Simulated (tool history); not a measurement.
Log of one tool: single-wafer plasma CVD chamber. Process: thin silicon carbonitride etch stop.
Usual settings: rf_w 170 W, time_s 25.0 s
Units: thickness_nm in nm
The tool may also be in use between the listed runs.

run    hour  rf_w  time_s  read-back reference wafer on the same gauge, thickness_nm  thickness_nm
  1     0.0   170    25.0                                                     12.888        13.384
  2    32.6   170    25.0                                                     12.914        13.414
  3    73.1   170    27.5                                                     12.900        14.656
  4   140.1   170    27.5                                                     12.919        14.658
  5   197.1   170    27.5                                                     12.925        14.663
  6   250.3   160    25.0                                                     12.885        13.020
  7   298.2   160    25.0                                                     12.898        13.054
      332.7  -- gauge calibrated
  8   353.4   160    25.0                                                     12.900        13.019
      390.1  -- RF generator calibrated
  9   396.6   170    25.0                                                     12.911        13.356
 10   443.7   170    25.0                                                     12.884        13.313
 11   484.1   170    25.0                                                     12.887        13.345
 12   528.4   170    28.6                                                     12.893        15.188
 13   557.9   170    21.3                                                     12.908        11.398
 14   611.3   170    21.3                                                     12.902        11.429
 15   650.6   170    25.0                                                     12.903        13.389
 16   720.8   170    25.0                                                     12.903        13.348
 17   776.1   200    20.4                                                     12.908        11.697
 18   832.2   150    29.2                                                     12.893        14.856
      871.5  -- thermocouple changed; heater temperature recalibrated
 19   876.1   140    25.0                                                     12.907        12.166
 20   922.0   185    20.0                                                     12.900        11.109
 21   987.9   195    21.5                                                     12.909        12.235
     1021.4  -- showerhead replaced
 22  1021.9   170    25.0                                                     12.890        13.326
 23  1057.1   155    21.3                                                     12.920        10.968
 24  1087.8   155    20.9                                                     12.883        10.733
 25  1136.7   185    25.0                                                     12.911        13.883
 26  1196.7   135    25.0                                                     12.915        12.038
 27  1230.4   140    29.5                                                     12.897        14.382
 28  1284.1   160    27.9                                                     12.910        14.486
 29  1319.5   150    26.4                                                     12.908        13.304
 30  1369.6   170    25.0                                                     12.877        13.358
 31  1411.9   205    21.9                                                     12.909        12.634
 32  1443.3   155    21.3                                                     12.914        10.920
 33  1492.4   195    27.1                                                     12.910        15.431
 34  1536.6   185    26.9                                                     12.892        14.989
 35  1584.4   200    21.0                                                     12.887        12.083

4 ways to go on from here, each from the tool as it stands after run 35. What would each give?
  A  1584.8   170    25.0                                                          ?             ?
  B  1584.8   145    21.2                                                          ?             ?
  C  1584.8   145    29.8                                                          ?             ?
  D  1584.8   195    25.0                                                          ?             ?

run  read-back reference wafer on the same gauge, thickness_nm  thickness_nm
  A                                                     12.903        13.391
  B                                                     12.903        10.538
  C                                                     12.903        14.813
  D                                                     12.903        14.216
Without the tool's hidden state the same runs would have given:
run  thickness_nm
  A        13.391
  B        10.538
  C        14.813
  D        14.216
